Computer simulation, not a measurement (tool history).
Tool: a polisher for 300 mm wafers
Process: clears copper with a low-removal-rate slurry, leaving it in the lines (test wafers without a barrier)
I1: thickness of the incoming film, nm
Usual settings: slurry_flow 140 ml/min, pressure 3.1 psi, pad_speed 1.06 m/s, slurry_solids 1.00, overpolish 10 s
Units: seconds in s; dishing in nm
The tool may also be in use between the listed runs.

{"run": 1, "hour": 0.0, "slurry_flow": 140, "pressure": 3.1, "pad_speed": 1.06, "slurry_solids": 1.0, "overpolish": 10, "I1": 473.0, "seconds": 167.3, "dishing": 19.9}
{"hour": 94.6, "done": "head pressure recalibrated"}
{"hour": 240.0, "done": "slurry nozzle cleaned"}
{"run": 2, "hour": 309.4, "slurry_flow": 140, "pressure": 3.1, "pad_speed": 1.06, "slurry_solids": 1.1, "overpolish": 10, "I1": 469.6, "seconds": 155.5, "dishing": 23.4}
{"run": 3, "hour": 396.4, "slurry_flow": 140, "pressure": 3.1, "pad_speed": 1.06, "slurry_solids": 1.1, "overpolish": 10, "I1": 473.2, "seconds": 153.0, "dishing": 21.8}
{"run": 4, "hour": 502.4, "slurry_flow": 140, "pressure": 3.1, "pad_speed": 1.06, "slurry_solids": 0.8, "overpolish": 10, "I1": 472.2, "seconds": 179.5, "dishing": 19.8}
{"hour": 520.4, "done": "worn pad replaced by a new one"}
{"hour": 544.4, "done": "slurry blender recalibrated"}
{"run": 5, "hour": 564.6, "slurry_flow": 140, "pressure": 3.1, "pad_speed": 1.06, "slurry_solids": 0.8, "overpolish": 10, "I1": 476.0, "seconds": 184.0, "dishing": 18.9}
{"run": 6, "hour": 653.9, "slurry_flow": 140, "pressure": 3.1, "pad_speed": 1.24, "slurry_solids": 1.0, "overpolish": 10, "I1": 480.5, "seconds": 147.0, "dishing": 22.8}
{"hour": 673.5, "done": "head pressure recalibrated"}
{"run": 7, "hour": 737.6, "slurry_flow": 140, "pressure": 3.1, "pad_speed": 1.24, "slurry_solids": 1.0, "overpolish": 10, "I1": 475.9, "seconds": 135.0, "dishing": 25.1}
{"hour": 1013.3, "done": "slurry nozzle cleaned"}
{"run": 8, "hour": 1043.8, "slurry_flow": 110, "pressure": 2.4, "pad_speed": 1.06, "slurry_solids": 1.0, "overpolish": 10, "I1": 486.2, "seconds": 223.0, "dishing": 15.3}
{"run": 9, "hour": 1106.3, "slurry_flow": 110, "pressure": 2.4, "pad_speed": 1.06, "slurry_solids": 1.0, "overpolish": 10, "I1": 473.7, "seconds": 232.0, "dishing": 16.0}
{"hour": 1116.8, "done": "worn pad replaced by a new one"}
{"run": 10, "hour": 1154.6, "slurry_flow": 110, "pressure": 2.4, "pad_speed": 1.06, "slurry_solids": 1.0, "overpolish": 10, "I1": 472.5, "seconds": 228.8, "dishing": 15.8}
{"hour": 1253.7, "done": "slurry blender recalibrated"}
{"hour": 1385.6, "done": "head pressure recalibrated"}
{"run": 11, "hour": 1427.8, "slurry_flow": 140, "pressure": 3.9, "pad_speed": 1.36, "slurry_solids": 1.3, "overpolish": 8, "I1": 477.5, "seconds": 91.6, "dishing": 30.2}
{"run": 12, "hour": 1505.6, "slurry_flow": 110, "pressure": 3.1, "pad_speed": 1.06, "slurry_solids": 1.3, "overpolish": 10, "I1": 472.0, "seconds": 151.5, "dishing": 22.6}
{"run": 13, "hour": 1612.6, "slurry_flow": 140, "pressure": 3.1, "pad_speed": 0.86, "slurry_solids": 0.75, "overpolish": 12, "I1": 477.2, "seconds": 213.9, "dishing": 18.8}
{"run": 14, "hour": 1716.6, "slurry_flow": 140, "pressure": 3.1, "pad_speed": 1.06, "slurry_solids": 0.85, "overpolish": 15, "I1": 468.6, "seconds": 167.9, "dishing": 29.2}
{"hour": 1801.5, "done": "worn pad replaced by a new one"}
{"hour": 1824.0, "done": "slurry nozzle cleaned"}
{"run": 15, "hour": 1824.5, "slurry_flow": 140, "pressure": 3.1, "pad_speed": 1.06, "slurry_solids": 1.0, "overpolish": 10, "I1": 477.7, "seconds": 164.9, "dishing": 20.9}
{"run": 16, "hour": 1874.3, "slurry_flow": 155, "pressure": 3.9, "pad_speed": 1.06, "slurry_solids": 0.85, "overpolish": 6, "I1": 472.5, "seconds": 143.4, "dishing": 15.5}
{"run": 17, "hour": 1939.5, "slurry_flow": 120, "pressure": 3.1, "pad_speed": 1.3, "slurry_solids": 1.0, "overpolish": 10, "I1": 471.8, "seconds": 142.5, "dishing": 23.1}
{"hour": 1980.3, "done": "slurry blender recalibrated"}
{"run": 18, "hour": 2028.2, "slurry_flow": 140, "pressure": 3.1, "pad_speed": 1.06, "slurry_solids": 1.0, "overpolish": 10, "I1": 471.0, "seconds": 177.3, "dishing": 19.6}
{"run": 19, "hour": 2091.9, "slurry_flow": 140, "pressure": 2.6, "pad_speed": 1.06, "slurry_solids": 0.8, "overpolish": 14, "I1": 472.9, "seconds": 236.6, "dishing": 19.8}
{"hour": 2095.9, "done": "head pressure recalibrated"}
{"run": 20, "hour": 2155.0, "slurry_flow": 140, "pressure": 2.5, "pad_speed": 0.86, "slurry_solids": 0.85, "overpolish": 12, "I1": 477.0, "seconds": 260.6, "dishing": 16.4}
{"run": 21, "hour": 2238.6, "slurry_flow": 140, "pressure": 3.1, "pad_speed": 1.06, "slurry_solids": 1.0, "overpolish": 10, "I1": 474.2, "seconds": 157.2, "dishing": 21.8}
{"run": 22, "hour": 2331.6, "slurry_flow": 140, "pressure": 3.1, "pad_speed": 1.06, "slurry_solids": 1.0, "overpolish": 10, "I1": 484.8, "seconds": 156.6, "dishing": 21.5}
{"run": 23, "hour": 2435.4, "slurry_flow": 140, "pressure": 3.1, "pad_speed": 1.06, "slurry_solids": 1.1, "overpolish": 10, "I1": 484.4, "seconds": 155.6, "dishing": 21.2}

What will run 24 give?
{"hour": 2440.7, "done": "slurry nozzle cleaned"}
{"hour": 2502.4, "done": "worn pad replaced by a new one"}
{"run": 24, "hour": 2541.1, "slurry_flow": 140, "pressure": 3.1, "pad_speed": 1.22, "slurry_solids": 1.15, "overpolish": 14, "I1": 466.3, "seconds": "?", "dishing": "?"}

{"run 24": {"seconds": 133.2, "dishing": 33.1}}
If the tool had no hidden condition, the same run with the same run-to-run variation would have returned seconds 125.9 s, dishing 34.8 nm.
